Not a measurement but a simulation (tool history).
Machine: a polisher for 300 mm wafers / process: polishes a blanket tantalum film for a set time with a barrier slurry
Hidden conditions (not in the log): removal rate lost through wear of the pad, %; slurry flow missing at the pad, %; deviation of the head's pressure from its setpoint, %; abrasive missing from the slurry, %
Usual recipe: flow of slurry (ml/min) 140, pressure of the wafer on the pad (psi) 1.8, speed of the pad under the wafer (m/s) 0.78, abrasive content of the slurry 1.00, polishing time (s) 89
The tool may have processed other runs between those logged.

run,hour,flow of slurry (ml/min),pressure of the wafer on the pad (psi),speed of the pad under the wafer (m/s),abrasive content of the slurry,polishing time (s),wafers since the last listed run,wafers polished on this pad,hours since the slurry nozzle was cleaned,hours since the head pressure was calibrated,hours since the slurry blender was calibrated,"incoming thickness of the incoming film, nm",film removed (angstrom)
1,0.0,140,1.8,0.78,1.00,89,0,534,428.9,146.9,167.7,318.7,1139
# hour 31.6: slurry nozzle cleaned
2,47.8,140,1.8,0.78,1.00,89,312,847,16.2,194.7,215.5,322.3,1174
# hour 75.5: worn pad replaced by a new one
3,95.3,140,1.8,0.78,1.00,89,290,132,63.7,242.2,263.0,323.2,1168
4,133.9,140,1.8,0.78,1.00,89,258,390,102.3,280.8,301.6,321.0,1173
5,184.3,140,1.8,0.84,1.00,89,336,727,152.7,331.2,352.0,323.5,1245
# hour 232.6: worn pad replaced by a new one
6,244.8,140,1.8,0.84,1.00,89,377,81,213.2,391.7,412.5,320.8,1233
# hour 282.2: slurry blender recalibrated
7,287.5,140,1.8,0.78,1.00,89,272,353,255.9,434.4,5.3,323.6,1149
# hour 379.8: worn pad replaced by a new one
8,402.9,140,1.8,0.78,1.00,89,744,154,371.3,549.8,120.7,314.2,1135
9,427.5,140,1.2,0.78,1.00,65,164,318,395.9,574.4,145.3,317.3,551
10,478.0,140,1.4,0.78,1.00,89,337,656,446.4,624.9,195.8,320.1,887
# hour 507.9: worn pad replaced by a new one
11,512.5,140,1.8,0.66,1.00,89,203,30,480.9,659.4,230.3,315.0,980
# hour 527.0: head pressure recalibrated
12,581.0,140,1.8,0.78,1.00,89,444,475,549.4,54.0,298.8,314.5,1136
# hour 587.1: slurry nozzle cleaned
13,633.7,140,1.8,0.78,1.00,89,345,820,46.6,106.7,351.5,324.6,1183
# hour 652.7: worn pad replaced by a new one
# hour 665.9: slurry blender recalibrated
14,676.6,140,1.8,0.54,0.90,89,246,146,89.5,149.6,10.7,318.4,830
15,722.5,140,1.8,0.54,1.15,72,306,452,135.4,195.5,56.6,322.9,722
16,750.5,115,1.8,0.78,1.00,89,187,640,163.4,223.5,84.6,321.4,1089

For each entry between runs, how does the tool's hidden state at the last listed run before it compare with that at the first listed run after it?
After run 1, before run 2: slurry nozzle cleaned (hour 31.6)
  slurry flow missing at the pad, %: 16.4 -> 2.37
  measured minus no-state result, film removed (angstrom): -47 -> -6
After run 2, before run 3: worn pad replaced by a new one (hour 75.5)
  slurry flow missing at the pad, %: 2.37 -> 6.27
  measured minus no-state result, film removed (angstrom): -6 -> -16
After run 5, before run 6: worn pad replaced by a new one (hour 232.6)
  slurry flow missing at the pad, %: 11.1 -> 13.2
  measured minus no-state result, film removed (angstrom): -32 -> -39
After run 6, before run 7: slurry blender recalibrated (hour 282.2)
  slurry flow missing at the pad, %: 13.2 -> 14.3
  measured minus no-state result, film removed (angstrom): -39 -> -40
After run 7, before run 8: worn pad replaced by a new one (hour 379.8)
  slurry flow missing at the pad, %: 14.3 -> 16.1
  measured minus no-state result, film removed (angstrom): -40 -> -45
After run 10, before run 11: worn pad replaced by a new one (hour 507.9)
  slurry flow missing at the pad, %: 16.7 -> 17
  measured minus no-state result, film removed (angstrom): -37 -> -41
After run 11, before run 12: head pressure recalibrated (hour 527.0)
  slurry flow missing at the pad, %: 17 -> 17.3
  measured minus no-state result, film removed (angstrom): -41 -> -49
After run 12, before run 13: slurry nozzle cleaned (hour 587.1)
  slurry flow missing at the pad, %: 17.3 -> 4.65
  measured minus no-state result, film removed (angstrom): -49 -> -12
After run 13, before run 14: worn pad replaced by a new one (hour 652.7); slurry blender recalibrated (hour 665.9)
  slurry flow missing at the pad, %: 4.65 -> 7.62
  measured minus no-state result, film removed (angstrom): -12 -> -14
